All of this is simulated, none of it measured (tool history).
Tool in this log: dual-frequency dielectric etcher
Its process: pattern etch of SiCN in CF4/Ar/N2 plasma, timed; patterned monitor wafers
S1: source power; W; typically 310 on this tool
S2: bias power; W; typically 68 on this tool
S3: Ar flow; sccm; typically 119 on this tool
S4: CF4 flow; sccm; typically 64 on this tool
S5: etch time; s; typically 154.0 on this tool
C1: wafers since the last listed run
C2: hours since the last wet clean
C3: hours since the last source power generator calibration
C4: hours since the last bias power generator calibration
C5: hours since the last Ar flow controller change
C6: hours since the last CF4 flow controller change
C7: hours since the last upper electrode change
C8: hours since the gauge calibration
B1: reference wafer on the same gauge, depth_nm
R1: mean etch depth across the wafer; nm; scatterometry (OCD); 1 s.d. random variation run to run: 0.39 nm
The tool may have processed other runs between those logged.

run,hour,S1,S2,S3,S4,S5,C1,C2,C3,C4,C5,C6,C7,C8,B1,R1
1,0.0,310,68,119,64,154.0,0,400.3,2460.9,2371.3,93.3,49.7,76.7,24.4,78.9,83.3
# hour 16.8: source power generator calibrated
2,27.2,310,68,119,64,154.0,161,427.5,10.4,2398.5,120.5,76.9,103.9,51.6,79.0,83.4
3,41.3,310,72,119,49,128.5,98,441.6,24.5,2412.6,134.6,91.0,118.0,65.7,78.6,67.3
4,49.3,310,68,95,73,154.0,55,449.6,32.5,2420.6,142.6,99.0,126.0,73.7,78.8,86.4
5,57.5,310,68,119,55,154.0,57,457.8,40.7,2428.8,150.8,107.2,134.2,81.9,78.8,80.6
# hour 84.1: wet clean of the chamber
6,95.6,380,68,119,56,154.0,98,11.5,78.8,2466.9,188.9,145.3,172.3,120.0,78.7,106.2
7,105.1,310,68,119,64,154.0,66,21.0,88.3,2476.4,198.4,154.8,181.8,129.5,78.8,88.2
8,114.5,310,68,119,64,154.0,65,30.4,97.7,2485.8,207.8,164.2,191.2,138.9,78.7,87.6
# hour 168.6: bias power generator calibrated
9,169.1,260,68,119,72,154.0,351,85.0,152.3,0.5,262.4,218.8,245.8,193.5,78.9,73.6
10,176.5,310,59,97,71,185.5,51,92.4,159.7,7.9,269.8,226.2,253.2,200.9,78.8,103.5
11,184.4,260,63,119,64,120.5,54,100.3,167.6,15.8,277.7,234.1,261.1,208.8,78.9,55.0
12,190.7,310,68,119,64,154.0,43,106.6,173.9,22.1,284.0,240.4,267.4,215.1,78.9,87.6
13,209.1,360,81,108,64,113.5,127,125.0,192.3,40.5,302.4,258.8,285.8,233.5,78.8,81.0
14,216.2,310,68,119,64,154.0,49,132.1,199.4,47.6,309.5,265.9,292.9,240.6,78.8,87.0
15,233.6,270,80,119,77,116.5,120,149.5,216.8,65.0,326.9,283.3,310.3,258.0,78.9,62.0
16,247.6,310,68,119,51,154.0,97,163.5,230.8,79.0,340.9,297.3,324.3,272.0,78.7,82.8
17,257.3,310,68,119,50,132.5,67,173.2,240.5,88.7,350.6,307.0,334.0,281.7,78.9,71.6
18,265.6,310,68,119,64,154.0,57,181.5,248.8,97.0,358.9,315.3,342.3,290.0,78.8,87.3
19,275.9,340,68,119,64,110.5,71,191.8,259.1,107.3,369.2,325.6,352.6,300.3,78.6,68.2
20,291.9,310,68,119,64,154.0,111,207.8,275.1,123.3,385.2,341.6,368.6,316.3,78.7,86.5
21,299.7,310,68,119,64,154.0,54,215.6,282.9,131.1,393.0,349.4,376.4,324.1,78.9,86.1

What was the tool's hidden state at every run in the log?
source power that arrives over what is set, %: 0 at every run
bias power that arrives over what is set, %: 0 at every run
Ar flow that arrives over what is set, %: 0 at every run
CF4 flow that arrives over what is set, %: 0 at every run
gauge reads high (%): 0 at every run
H1: etch rate over this chamber's usual, %
run,H1
1,-5.22
2,-5.49
3,-5.63
4,-5.71
5,-5.79
6,0.218
7,0.125
8,0.033
9,-0.502
10,-0.575
11,-0.652
12,-0.714
13,-0.894
14,-0.964
15,-1.13
16,-1.27
17,-1.37
18,-1.45
19,-1.55
20,-1.71
21,-1.78

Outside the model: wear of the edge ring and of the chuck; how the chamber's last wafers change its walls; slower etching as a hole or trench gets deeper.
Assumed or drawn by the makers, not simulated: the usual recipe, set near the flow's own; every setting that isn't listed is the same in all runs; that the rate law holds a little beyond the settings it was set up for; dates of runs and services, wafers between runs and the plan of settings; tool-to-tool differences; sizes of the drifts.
